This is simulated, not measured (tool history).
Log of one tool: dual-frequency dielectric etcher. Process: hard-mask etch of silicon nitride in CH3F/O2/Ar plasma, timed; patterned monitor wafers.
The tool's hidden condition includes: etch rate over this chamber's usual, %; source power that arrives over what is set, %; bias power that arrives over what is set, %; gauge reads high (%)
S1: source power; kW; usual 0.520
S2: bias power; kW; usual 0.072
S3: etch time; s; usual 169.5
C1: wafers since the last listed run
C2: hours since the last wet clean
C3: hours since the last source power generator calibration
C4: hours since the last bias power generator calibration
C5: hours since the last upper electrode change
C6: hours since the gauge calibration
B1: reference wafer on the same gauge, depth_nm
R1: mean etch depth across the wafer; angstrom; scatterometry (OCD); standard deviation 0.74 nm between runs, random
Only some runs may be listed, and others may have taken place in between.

{"run": 1, "hour": 0.0, "S1": 0.43, "S2": 0.072, "S3": 169.5, "C1": 0, "C2": 290.0, "C3": 4459.5, "C4": 1611.2, "C5": 3727.7, "C6": 170.0, "B1": 152.0, "R1": 1272}
{"run": 2, "hour": 15.6, "S1": 0.43, "S2": 0.072, "S3": 169.5, "C1": 72, "C2": 305.6, "C3": 4475.1, "C4": 1626.8, "C5": 3743.3, "C6": 185.6, "B1": 151.8, "R1": 1279}
{"run": 3, "hour": 24.4, "S1": 0.52, "S2": 0.072, "S3": 169.5, "C1": 41, "C2": 314.4, "C3": 4483.9, "C4": 1635.6, "C5": 3752.1, "C6": 194.4, "B1": 152.0, "R1": 1419}
{"run": 4, "hour": 68.3, "S1": 0.52, "S2": 0.072, "S3": 169.5, "C1": 204, "C2": 358.3, "C3": 4527.8, "C4": 1679.5, "C5": 3796.0, "C6": 238.3, "B1": 152.0, "R1": 1419}
{"run": 5, "hour": 77.3, "S1": 0.52, "S2": 0.072, "S3": 169.5, "C1": 42, "C2": 367.3, "C3": 4536.8, "C4": 1688.5, "C5": 3805.0, "C6": 247.3, "B1": 152.0, "R1": 1411}
{"run": 6, "hour": 94.0, "S1": 0.52, "S2": 0.072, "S3": 169.5, "C1": 77, "C2": 384.0, "C3": 4553.5, "C4": 1705.2, "C5": 3821.7, "C6": 264.0, "B1": 152.0, "R1": 1429}
{"hour": 128.0, "done": "upper electrode replaced"}
{"run": 7, "hour": 128.5, "S1": 0.48, "S2": 0.072, "S3": 169.5, "C1": 49, "C2": 418.5, "C3": 4588.0, "C4": 1739.7, "C5": 0.5, "C6": 298.5, "B1": 152.1, "R1": 1368}
{"run": 8, "hour": 128.8, "S1": 0.48, "S2": 0.072, "S3": 169.5, "C1": 1, "C2": 418.8, "C3": 4588.3, "C4": 1740.0, "C5": 0.8, "C6": 298.8, "B1": 152.1, "R1": 1380}
{"hour": 130.9, "done": "gauge calibrated"}
{"hour": 133.9, "done": "bias power generator calibrated"}
{"run": 9, "hour": 134.9, "S1": 0.48, "S2": 0.072, "S3": 169.5, "C1": 9, "C2": 424.9, "C3": 4594.4, "C4": 1.0, "C5": 6.9, "C6": 4.0, "B1": 152.1, "R1": 1370}
{"run": 10, "hour": 148.7, "S1": 0.52, "S2": 0.072, "S3": 169.5, "C1": 64, "C2": 438.7, "C3": 4608.2, "C4": 14.8, "C5": 20.7, "C6": 17.8, "B1": 152.0, "R1": 1434}
{"run": 11, "hour": 157.6, "S1": 0.6, "S2": 0.061, "S3": 214.5, "C1": 41, "C2": 447.6, "C3": 4617.1, "C4": 23.7, "C5": 29.6, "C6": 26.7, "B1": 152.0, "R1": 1806}
{"run": 12, "hour": 172.5, "S1": 0.52, "S2": 0.085, "S3": 153.5, "C1": 69, "C2": 462.5, "C3": 4632.0, "C4": 38.6, "C5": 44.5, "C6": 41.6, "B1": 152.1, "R1": 1407}
{"run": 13, "hour": 192.3, "S1": 0.59, "S2": 0.072, "S3": 144.5, "C1": 92, "C2": 482.3, "C3": 4651.8, "C4": 58.4, "C5": 64.3, "C6": 61.4, "B1": 152.2, "R1": 1320}
{"hour": 196.6, "done": "source power generator calibrated"}
{"hour": 222.3, "done": "wet clean of the chamber"}
{"run": 14, "hour": 222.8, "S1": 0.43, "S2": 0.072, "S3": 169.5, "C1": 11, "C2": 0.5, "C3": 26.2, "C4": 88.9, "C5": 94.8, "C6": 91.9, "B1": 152.1, "R1": 1233}
{"run": 15, "hour": 223.2, "S1": 0.52, "S2": 0.072, "S3": 169.5, "C1": 1, "C2": 0.9, "C3": 26.6, "C4": 89.3, "C5": 95.2, "C6": 92.3, "B1": 152.1, "R1": 1366}
{"run": 16, "hour": 229.8, "S1": 0.61, "S2": 0.087, "S3": 190.5, "C1": 30, "C2": 7.5, "C3": 33.2, "C4": 95.9, "C5": 101.8, "C6": 98.9, "B1": 151.8, "R1": 1821}
{"run": 17, "hour": 243.7, "S1": 0.41, "S2": 0.082, "S3": 192.5, "C1": 64, "C2": 21.4, "C3": 47.1, "C4": 109.8, "C5": 115.7, "C6": 112.8, "B1": 152.0, "R1": 1462}
{"run": 18, "hour": 254.6, "S1": 0.52, "S2": 0.072, "S3": 169.5, "C1": 50, "C2": 32.3, "C3": 58.0, "C4": 120.7, "C5": 126.6, "C6": 123.7, "B1": 151.9, "R1": 1379}
{"run": 19, "hour": 267.9, "S1": 0.57, "S2": 0.054, "S3": 134.5, "C1": 62, "C2": 45.6, "C3": 71.3, "C4": 134.0, "C5": 139.9, "C6": 137.0, "B1": 152.1, "R1": 1000}
{"run": 20, "hour": 285.5, "S1": 0.6, "S2": 0.059, "S3": 169.5, "C1": 82, "C2": 63.2, "C3": 88.9, "C4": 151.6, "C5": 157.5, "C6": 154.6, "B1": 151.9, "R1": 1340}

Per-run results on a tool with no hidden state, each run keeping its own random variation:
run=1 R1=1241
run=2 R1=1246
run=3 R1=1381
run=4 R1=1375
run=5 R1=1366
run=6 R1=1382
run=7 R1=1319
run=8 R1=1330
run=9 R1=1319
run=10 R1=1379
run=11 R1=1736
run=12 R1=1351
run=13 R1=1264
run=14 R1=1237
run=15 R1=1371
run=16 R1=1827
run=17 R1=1464
run=18 R1=1380
run=19 R1=1000
run=20 R1=1337

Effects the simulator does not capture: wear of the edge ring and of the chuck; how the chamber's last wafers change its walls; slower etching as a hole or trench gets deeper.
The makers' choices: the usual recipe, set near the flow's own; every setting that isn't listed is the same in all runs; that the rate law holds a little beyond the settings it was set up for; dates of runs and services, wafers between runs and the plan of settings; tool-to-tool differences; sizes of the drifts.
